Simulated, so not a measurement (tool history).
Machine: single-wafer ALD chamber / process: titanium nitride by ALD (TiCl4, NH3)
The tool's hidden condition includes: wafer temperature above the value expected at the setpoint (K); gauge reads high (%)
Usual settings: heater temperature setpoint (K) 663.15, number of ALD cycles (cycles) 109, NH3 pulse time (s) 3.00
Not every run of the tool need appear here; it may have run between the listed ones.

| run | hour | heater temperature setpoint (K) | number of ALD cycles (cycles) | NH3 pulse time (s) | wafers since the last listed run | hours since the last thermocouple change | hours since the showerhead was replaced | hours since the gauge calibration | read-back reference wafer on the same gauge, thickness_nm | mean film thickness on the monitor wafer (Å) |
|---|---|---|---|---|---|---|---|---|---|---|
| 1 | 0.0 | 663.15 | 109 | 3.00 | 0 | 1333.7 | 2840.5 | 1088.1 | 2.312 | 24.59 |
| 2 | 94.2 | 663.15 | 109 | 3.00 | 270 | 1427.9 | 2934.7 | 1182.3 | 2.310 | 24.70 |
| 3 | 154.2 | 663.15 | 99 | 3.00 | 172 | 1487.9 | 2994.7 | 1242.3 | 2.312 | 22.37 |
| 4 | 190.3 | 663.15 | 99 | 3.00 | 103 | 1524.0 | 3030.8 | 1278.4 | 2.312 | 22.37 |
| 5 | 279.0 | 663.15 | 99 | 3.00 | 255 | 1612.7 | 3119.5 | 1367.1 | 2.311 | 22.32 |
|  | 301.0 | gauge calibrated |
| 6 | 322.0 | 663.15 | 109 | 3.00 | 123 | 1655.7 | 3162.5 | 21.0 | 2.310 | 24.56 |
| 7 | 379.7 | 663.15 | 109 | 3.00 | 165 | 1713.4 | 3220.2 | 78.7 | 2.311 | 24.70 |
| 8 | 424.5 | 659.15 | 109 | 3.00 | 128 | 1758.2 | 3265.0 | 123.5 | 2.309 | 24.57 |
| 9 | 497.8 | 663.15 | 115 | 3.94 | 210 | 1831.5 | 3338.3 | 196.8 | 2.308 | 26.31 |
| 10 | 584.1 | 663.15 | 109 | 3.00 | 248 | 1917.8 | 3424.6 | 283.1 | 2.308 | 24.58 |
| 11 | 655.8 | 663.15 | 109 | 3.00 | 206 | 1989.5 | 3496.3 | 354.8 | 2.311 | 24.66 |
| 12 | 707.0 | 663.15 | 109 | 3.00 | 147 | 2040.7 | 3547.5 | 406.0 | 2.309 | 24.64 |
| 13 | 767.8 | 663.15 | 109 | 3.69 | 174 | 2101.5 | 3608.3 | 466.8 | 2.312 | 24.83 |
|  | 1039.2 | thermocouple changed; heater temperature recalibrated |
| 14 | 1049.0 | 663.15 | 109 | 3.69 | 785 | 9.8 | 3889.5 | 748.0 | 2.310 | 24.88 |
| 15 | 1094.7 | 663.15 | 109 | 3.00 | 131 | 55.5 | 3935.2 | 793.7 | 2.312 | 24.66 |
| 16 | 1197.2 | 655.15 | 102 | 3.93 | 294 | 158.0 | 4037.7 | 896.2 | 2.311 | 23.31 |
| 17 | 1293.4 | 663.15 | 109 | 3.58 | 276 | 254.2 | 4133.9 | 992.4 | 2.310 | 24.83 |
| 18 | 1333.3 | 663.15 | 109 | 3.00 | 114 | 294.1 | 4173.8 | 1032.3 | 2.308 | 24.47 |
|  | 1360.5 | showerhead replaced |
| 19 | 1408.1 | 663.15 | 129 | 3.00 | 192 | 368.9 | 47.6 | 1107.1 | 2.309 | 29.23 |
| 20 | 1510.6 | 677.15 | 128 | 3.00 | 294 | 471.4 | 150.1 | 1209.6 | 2.310 | 29.14 |
| 21 | 1576.4 | 657.15 | 120 | 2.60 | 189 | 537.2 | 215.9 | 1275.4 | 2.309 | 26.87 |
| 22 | 1625.0 | 663.15 | 109 | 2.13 | 139 | 585.8 | 264.5 | 1324.0 | 2.309 | 24.27 |
|  | 1665.8 | gauge calibrated |
| 23 | 1701.3 | 663.15 | 109 | 3.00 | 219 | 662.1 | 340.8 | 35.5 | 2.309 | 24.66 |
| 24 | 1775.6 | 656.15 | 96 | 3.76 | 213 | 736.4 | 415.1 | 109.8 | 2.310 | 21.81 |
| 25 | 1849.2 | 669.15 | 89 | 3.80 | 211 | 810.0 | 488.7 | 183.4 | 2.309 | 20.38 |
| 26 | 1889.5 | 663.15 | 109 | 2.22 | 115 | 850.3 | 529.0 | 223.7 | 2.310 | 24.26 |
| 27 | 1983.3 | 651.15 | 91 | 3.95 | 269 | 944.1 | 622.8 | 317.5 | 2.308 | 20.69 |
| 28 | 2078.1 | 663.15 | 109 | 3.00 | 272 | 1038.9 | 717.6 | 412.3 | 2.310 | 24.57 |
| 29 | 2157.0 | 663.15 | 109 | 3.00 | 226 | 1117.8 | 796.5 | 491.2 | 2.312 | 24.66 |

Hidden condition of the tool, last listed run before each entry between runs versus first listed run after:
Run 5 -> run 6: gauge calibrated (hour 301.0)
  no difference in the tool's unlogged condition between these two runs
Run 13 -> run 14: thermocouple changed; heater temperature recalibrated (hour 1039.2)
  no difference in the tool's unlogged condition between these two runs
Run 18 -> run 19: showerhead replaced (hour 1360.5)
  no difference in the tool's unlogged condition between these two runs
Run 22 -> run 23: gauge calibrated (hour 1665.8)
  no difference in the tool's unlogged condition between these two runs
